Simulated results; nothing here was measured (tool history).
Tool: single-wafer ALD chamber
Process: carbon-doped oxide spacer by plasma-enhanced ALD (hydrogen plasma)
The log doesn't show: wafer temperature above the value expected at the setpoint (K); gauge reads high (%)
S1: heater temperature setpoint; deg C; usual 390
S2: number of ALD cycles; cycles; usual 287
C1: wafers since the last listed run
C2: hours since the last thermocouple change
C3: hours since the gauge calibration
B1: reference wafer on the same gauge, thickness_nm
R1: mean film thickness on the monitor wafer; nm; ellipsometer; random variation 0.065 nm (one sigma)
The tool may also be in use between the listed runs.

{"run": 1, "hour": 0.0, "S1": 390, "S2": 325, "C1": 0, "C2": 1182.1, "C3": 98.7, "B1": 14.769, "R1": 15.274}
{"run": 2, "hour": 6.8, "S1": 390, "S2": 325, "C1": 11, "C2": 1188.9, "C3": 105.5, "B1": 14.795, "R1": 15.334}
{"run": 3, "hour": 20.1, "S1": 390, "S2": 287, "C1": 22, "C2": 1202.2, "C3": 118.8, "B1": 14.777, "R1": 13.501}
{"run": 4, "hour": 27.1, "S1": 390, "S2": 287, "C1": 11, "C2": 1209.2, "C3": 125.8, "B1": 14.802, "R1": 13.431}
{"run": 5, "hour": 41.8, "S1": 390, "S2": 287, "C1": 24, "C2": 1223.9, "C3": 140.5, "B1": 14.817, "R1": 13.482}
{"hour": 56.9, "done": "gauge calibrated"}
{"run": 6, "hour": 59.7, "S1": 390, "S2": 287, "C1": 29, "C2": 1241.8, "C3": 2.8, "B1": 14.832, "R1": 13.547}
{"run": 7, "hour": 73.3, "S1": 390, "S2": 287, "C1": 22, "C2": 1255.4, "C3": 16.4, "B1": 14.792, "R1": 13.359}
{"run": 8, "hour": 79.6, "S1": 398, "S2": 287, "C1": 10, "C2": 1261.7, "C3": 22.7, "B1": 14.804, "R1": 13.506}
{"run": 9, "hour": 87.6, "S1": 398, "S2": 287, "C1": 13, "C2": 1269.7, "C3": 30.7, "B1": 14.766, "R1": 13.45}
{"run": 10, "hour": 97.7, "S1": 398, "S2": 287, "C1": 16, "C2": 1279.8, "C3": 40.8, "B1": 14.792, "R1": 13.491}
{"hour": 111.1, "done": "thermocouple changed; heater temperature recalibrated"}
{"run": 11, "hour": 111.6, "S1": 390, "S2": 299, "C1": 9, "C2": 0.5, "C3": 54.7, "B1": 14.795, "R1": 13.93}
{"run": 12, "hour": 112.3, "S1": 390, "S2": 299, "C1": 1, "C2": 1.2, "C3": 55.4, "B1": 14.831, "R1": 14.016}
{"run": 13, "hour": 129.6, "S1": 390, "S2": 287, "C1": 28, "C2": 18.5, "C3": 72.7, "B1": 14.79, "R1": 13.427}
{"run": 14, "hour": 139.5, "S1": 386, "S2": 257, "C1": 16, "C2": 28.4, "C3": 82.6, "B1": 14.784, "R1": 12.098}
{"run": 15, "hour": 147.3, "S1": 390, "S2": 287, "C1": 13, "C2": 36.2, "C3": 90.4, "B1": 14.788, "R1": 13.384}
{"run": 16, "hour": 161.5, "S1": 390, "S2": 287, "C1": 23, "C2": 50.4, "C3": 104.6, "B1": 14.807, "R1": 13.428}
{"run": 17, "hour": 175.8, "S1": 381, "S2": 324, "C1": 23, "C2": 64.7, "C3": 118.9, "B1": 14.813, "R1": 15.103}
{"hour": 183.8, "done": "gauge calibrated"}
{"run": 18, "hour": 185.2, "S1": 390, "S2": 287, "C1": 15, "C2": 74.1, "C3": 1.4, "B1": 14.801, "R1": 13.397}
{"run": 19, "hour": 200.6, "S1": 397, "S2": 230, "C1": 25, "C2": 89.5, "C3": 16.8, "B1": 14.796, "R1": 10.742}
{"run": 20, "hour": 219.2, "S1": 399, "S2": 238, "C1": 31, "C2": 108.1, "C3": 35.4, "B1": 14.828, "R1": 11.067}
{"run": 21, "hour": 230.6, "S1": 390, "S2": 287, "C1": 19, "C2": 119.5, "C3": 46.8, "B1": 14.784, "R1": 13.447}
{"run": 22, "hour": 239.3, "S1": 382, "S2": 248, "C1": 14, "C2": 128.2, "C3": 55.5, "B1": 14.785, "R1": 11.59}
{"run": 23, "hour": 250.5, "S1": 390, "S2": 302, "C1": 18, "C2": 139.4, "C3": 66.7, "B1": 14.819, "R1": 14.074}
{"run": 24, "hour": 265.6, "S1": 395, "S2": 237, "C1": 25, "C2": 154.5, "C3": 81.8, "B1": 14.817, "R1": 11.094}
{"run": 25, "hour": 280.5, "S1": 405, "S2": 232, "C1": 24, "C2": 169.4, "C3": 96.7, "B1": 14.78, "R1": 10.786}

Forecast each of these 3 alternatives for the next run:
{"run": "A", "hour": 281.3, "S1": 390, "S2": 250, "C1": 1, "C2": 170.2, "C3": 97.5, "B1": "?", "R1": "?"}
{"run": "B", "hour": 281.3, "S1": 390, "S2": 306, "C1": 1, "C2": 170.2, "C3": 97.5, "B1": "?", "R1": "?"}
{"run": "C", "hour": 281.3, "S1": 377, "S2": 287, "C1": 1, "C2": 170.2, "C3": 97.5, "B1": "?", "R1": "?"}

run=A B1=14.777 R1=11.675
run=B B1=14.777 R1=14.290
run=C B1=14.777 R1=13.403
Without the tool's hidden state the same runs would have given:
run=A R1=11.675
run=B R1=14.290
run=C R1=13.403

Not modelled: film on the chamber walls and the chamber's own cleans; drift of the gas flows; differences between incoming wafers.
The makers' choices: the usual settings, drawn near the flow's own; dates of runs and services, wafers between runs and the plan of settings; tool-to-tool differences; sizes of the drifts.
